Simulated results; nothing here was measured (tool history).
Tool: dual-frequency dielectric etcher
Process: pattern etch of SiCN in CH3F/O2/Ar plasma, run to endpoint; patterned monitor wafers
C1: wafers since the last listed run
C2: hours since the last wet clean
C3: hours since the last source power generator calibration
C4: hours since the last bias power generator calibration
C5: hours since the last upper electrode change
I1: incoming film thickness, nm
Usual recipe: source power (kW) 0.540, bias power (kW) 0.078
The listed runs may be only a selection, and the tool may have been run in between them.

run 1 day=0.000 | source_power_(kW)=0.540 bias_power_(kW)=0.083 | C1=0 C2=234.8 C3=4392.5 C4=1794.8 C5=4599.7 | I1=11.72 | endpoint_time_(s)=26.5
run 2 day=0.625 | source_power_(kW)=0.540 bias_power_(kW)=0.083 | C1=323 C2=249.8 C3=4407.5 C4=1809.8 C5=4614.7 | I1=11.75 | endpoint_time_(s)=26.6
run 3 day=1.212 | source_power_(kW)=0.620 bias_power_(kW)=0.078 | C1=303 C2=263.9 C3=4421.6 C4=1823.9 C5=4628.8 | I1=11.71 | endpoint_time_(s)=26.1
run 4 day=2.533 | source_power_(kW)=0.620 bias_power_(kW)=0.078 | C1=683 C2=295.6 C3=4453.3 C4=1855.6 C5=4660.5 | I1=11.72 | endpoint_time_(s)=26.2
run 5 day=3.967 | source_power_(kW)=0.620 bias_power_(kW)=0.078 | C1=741 C2=330.0 C3=4487.7 C4=1890.0 C5=4694.9 | I1=11.71 | endpoint_time_(s)=26.2
run 6 day=4.658 | source_power_(kW)=0.540 bias_power_(kW)=0.078 | C1=357 C2=346.6 C3=4504.3 C4=1906.6 C5=4711.5 | I1=11.77 | endpoint_time_(s)=27.3
run 7 day=5.617 | source_power_(kW)=0.540 bias_power_(kW)=0.078 | C1=495 C2=369.6 C3=4527.3 C4=1929.6 C5=4734.5 | I1=11.60 | endpoint_time_(s)=27.1
run 8 day=6.454 | source_power_(kW)=0.590 bias_power_(kW)=0.078 | C1=433 C2=389.7 C3=4547.4 C4=1949.7 C5=4754.6 | I1=11.65 | endpoint_time_(s)=26.4
run 9 day=7.462 | source_power_(kW)=0.590 bias_power_(kW)=0.078 | C1=521 C2=413.9 C3=4571.6 C4=1973.9 C5=4778.8 | I1=11.78 | endpoint_time_(s)=26.9
-- day=9.150 wet clean of the chamber
run 10 day=9.171 | source_power_(kW)=0.590 bias_power_(kW)=0.078 | C1=366 C2=0.5 C3=4612.6 C4=2014.9 C5=4819.8 | I1=11.63 | endpoint_time_(s)=26.0
run 11 day=9.183 | source_power_(kW)=0.440 bias_power_(kW)=0.085 | C1=6 C2=0.8 C3=4612.9 C4=2015.2 C5=4820.1 | I1=11.64 | endpoint_time_(s)=27.0
-- day=9.712 bias power generator calibrated
-- day=10.300 source power generator calibrated
-- day=11.096 upper electrode replaced
run 12 day=11.117 | source_power_(kW)=0.440 bias_power_(kW)=0.065 | C1=415 C2=47.2 C3=19.6 C4=33.7 C5=0.5 | I1=11.63 | endpoint_time_(s)=29.3
run 13 day=11.133 | source_power_(kW)=0.480 bias_power_(kW)=0.078 | C1=8 C2=47.6 C3=20.0 C4=34.1 C5=0.9 | I1=11.55 | endpoint_time_(s)=27.2
run 14 day=11.633 | source_power_(kW)=0.540 bias_power_(kW)=0.078 | C1=258 C2=59.6 C3=32.0 C4=46.1 C5=12.9 | I1=11.83 | endpoint_time_(s)=26.9
run 15 day=13.079 | source_power_(kW)=0.540 bias_power_(kW)=0.083 | C1=748 C2=94.3 C3=66.7 C4=80.8 C5=47.6 | I1=11.79 | endpoint_time_(s)=26.6
run 16 day=14.171 | source_power_(kW)=0.540 bias_power_(kW)=0.064 | C1=564 C2=120.5 C3=92.9 C4=107.0 C5=73.8 | I1=11.73 | endpoint_time_(s)=28.5
run 17 day=14.875 | source_power_(kW)=0.540 bias_power_(kW)=0.072 | C1=364 C2=137.4 C3=109.8 C4=123.9 C5=90.7 | I1=11.69 | endpoint_time_(s)=27.5
run 18 day=15.538 | source_power_(kW)=0.600 bias_power_(kW)=0.060 | C1=342 C2=153.3 C3=125.7 C4=139.8 C5=106.6 | I1=11.68 | endpoint_time_(s)=28.1
run 19 day=16.442 | source_power_(kW)=0.540 bias_power_(kW)=0.078 | C1=467 C2=175.0 C3=147.4 C4=161.5 C5=128.3 | I1=11.72 | endpoint_time_(s)=26.9
run 20 day=17.892 | source_power_(kW)=0.650 bias_power_(kW)=0.070 | C1=750 C2=209.8 C3=182.2 C4=196.3 C5=163.1 | I1=11.64 | endpoint_time_(s)=26.4
run 21 day=19.333 | source_power_(kW)=0.650 bias_power_(kW)=0.078 | C1=745 C2=244.4 C3=216.8 C4=230.9 C5=197.7 | I1=11.77 | endpoint_time_(s)=25.8

Alternative continuations, all from the tool just after run 21; predict every row:
run A day=19.350 | source_power_(kW)=0.540 bias_power_(kW)=0.078 | C1=8 C2=244.8 C3=217.2 C4=231.3 C5=198.1 | I1=11.73 | endpoint_time_(s)=?
run B day=19.350 | source_power_(kW)=0.490 bias_power_(kW)=0.078 | C1=8 C2=244.8 C3=217.2 C4=231.3 C5=198.1 | I1=11.73 | endpoint_time_(s)=?
run C day=19.350 | source_power_(kW)=0.660 bias_power_(kW)=0.066 | C1=8 C2=244.8 C3=217.2 C4=231.3 C5=198.1 | I1=11.73 | endpoint_time_(s)=?

run=A endpoint_time_(s)=27.1
run=B endpoint_time_(s)=27.7
run=C endpoint_time_(s)=27.1
What these runs would have given with no unlogged condition in the tool:
run=A endpoint_time_(s)=26.7
run=B endpoint_time_(s)=27.3
run=C endpoint_time_(s)=26.7

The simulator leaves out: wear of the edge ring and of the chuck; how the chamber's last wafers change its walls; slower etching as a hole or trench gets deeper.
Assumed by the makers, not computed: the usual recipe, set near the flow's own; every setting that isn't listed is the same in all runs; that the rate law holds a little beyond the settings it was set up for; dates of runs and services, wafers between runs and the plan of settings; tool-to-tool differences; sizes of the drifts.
